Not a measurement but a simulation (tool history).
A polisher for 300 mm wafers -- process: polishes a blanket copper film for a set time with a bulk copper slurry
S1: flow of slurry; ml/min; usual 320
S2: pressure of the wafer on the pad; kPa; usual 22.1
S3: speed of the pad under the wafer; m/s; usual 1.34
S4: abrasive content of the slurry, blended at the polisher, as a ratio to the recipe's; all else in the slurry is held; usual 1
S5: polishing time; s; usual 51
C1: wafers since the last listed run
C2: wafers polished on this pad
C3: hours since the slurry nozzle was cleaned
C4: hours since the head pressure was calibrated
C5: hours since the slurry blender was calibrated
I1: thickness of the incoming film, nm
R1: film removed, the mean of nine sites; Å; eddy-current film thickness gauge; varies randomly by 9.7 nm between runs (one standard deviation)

run    hour   S1    S2    S3    S4  S5    C1    C2     C3      C4     C5      I1     R1
  1       0  365  17.9  1.34     1  51     0  5216  607.1   959.7  410.2  1991.1   6863
  2    37.5  320  22.1  1.34     1  51   477  5694  644.6   997.2  447.7  1995.5   7598
  3    90.7  320  22.1  1.34   0.8  51   677  6372  697.8  1050.4  500.9  2007.3   7081
      100.3  -- worn pad replaced by a new one
      129.4  -- slurry blender recalibrated
  4   132.1  320  22.1  1.34     1  51   451   379  739.2  1091.8    2.7  2026.5   7533
      194.4  -- slurry nozzle cleaned
  5   236.7  320  22.1  1.34     1  51  1320  1700   42.3  1196.4  107.3  2009.2   7452
  6   335.7  320  22.1  1.34     1  51  1261  2961  141.3  1295.4  206.3    2013   7475
  7   376.4  320  22.1  1.34     1  51   518  3480    182  1336.1    247    2000   7430
  8   415.5  320  22.1  1.34     1  51   498  3978  221.1  1375.2  286.1  1976.4   7398
      561.2  -- worn pad replaced by a new one
  9   584.7  320  19.3  1.34     1  51  2105   299  390.3  1544.4  455.3  1967.7   6682
      614.1  -- head pressure recalibrated
 10   648.8  320  19.3  1.34     1  51   791  1090  454.4    34.7  519.4  1989.6   7483
      669.9  -- slurry blender recalibrated
 11   695.2  320  22.1  1.34     1  51   565  1656  500.8    81.1   25.3  1998.9   7815
 12   789.2  320  22.1  1.34     1  51  1197  2854  594.8   175.1  119.3  1957.8   7797
 13   843.5  320  22.1  1.34     1  51   692  3546  649.1   229.4  173.6  2017.9   7844
 14   904.2  320  22.1   1.6   0.9  51   773  4320  709.8   290.1  234.3  1991.7   8865
 15   983.6  320  22.1  1.34     1  51  1011  5332  789.2   369.5  313.7  1985.6   7671
      986.8  -- slurry nozzle cleaned
     1012.5  -- worn pad replaced by a new one
 16    1066  320  22.1  1.34     1  51   986   682   79.2   451.9  396.1  1981.3   7557
     1100.1  -- slurry blender recalibrated
 17  1130.8  285  22.1  1.34     1  51   800  1482    144   516.7   30.7    2003   7735
 18  1195.6  425  22.1  1.34     1  57   825  2308  208.8   581.5   95.5  1994.5   8761
 19  1390.3  320  22.1  1.34     1  51  2481  4789  403.5   776.2  290.2  2008.5   7484
 20  1455.4  320  22.1  1.72     1  63   829  5619  468.6   841.3  355.3  2019.6  11443
 21  1519.7  360  22.1  1.34   1.1  64   819  6438  532.9   905.6  419.6  1963.4   9643
     1543.2  -- worn pad replaced by a new one
     1590.7  -- slurry blender recalibrated
 22  1591.2  320  25.5  1.78  0.85  51   834   585  604.4   977.1    0.5  1992.1   9982
 23  1698.1  320  15.9   1.8     1  51  1362  1948  711.3    1084  107.4  2025.6   8004
       1739  -- slurry nozzle cleaned
     1882.1  -- head pressure recalibrated
 24    1894  320  22.1  1.34     1  33  2458  4406    155    11.9  303.3    2024   5131
 25  1974.2  320  22.1  1.14     1  51  1022  5428  235.2    92.1  383.5  1999.8   6873
 26  2017.6  320  22.1  1.74  1.15  51   553  5981  278.6   135.5  426.9  1990.2  10035
     2057.1  -- worn pad replaced by a new one
 27  2101.3  245  22.1   1.6  1.15  42  1015   563  362.3   219.2  510.6  1970.8   7497
     2132.1  -- slurry blender recalibrated
 28  2172.6  320  22.1  1.34  0.85  42   883  1447  433.6   290.5   40.5  1999.6   6201
 29  2265.1  320  22.1  1.34     1  51  1178  2625  526.1     383    133  2019.8   7594

Below are 5 alternative next runs, each starting from the tool's condition after run 29. Predict each:
  A  2265.5  320  22.1  1.16     1  51   5  2631  526.5  383.4  133.4  2023.3   ?
  B  2265.5  320  22.1  1.34   1.2  38   5  2631  526.5  383.4  133.4  2023.3   ?
  C  2265.5  320  15.9  1.34   0.8  51   5  2631  526.5  383.4  133.4  2023.3   ?
  D  2265.5  410  22.1  1.04  0.85  51   5  2631  526.5  383.4  133.4  2023.3   ?
  E  2265.5  285  22.1  1.62   0.8  35   5  2631  526.5  383.4  133.4  2023.3   ?

run    R1
  A  6900
  B  6037
  C  6110
  D  6182
  E  5862
With the hidden condition removed and each run's random variation left untouched, the same runs would have given:
run    R1
  A  7064
  B  6180
  C  6255
  D  6329
  E  6001
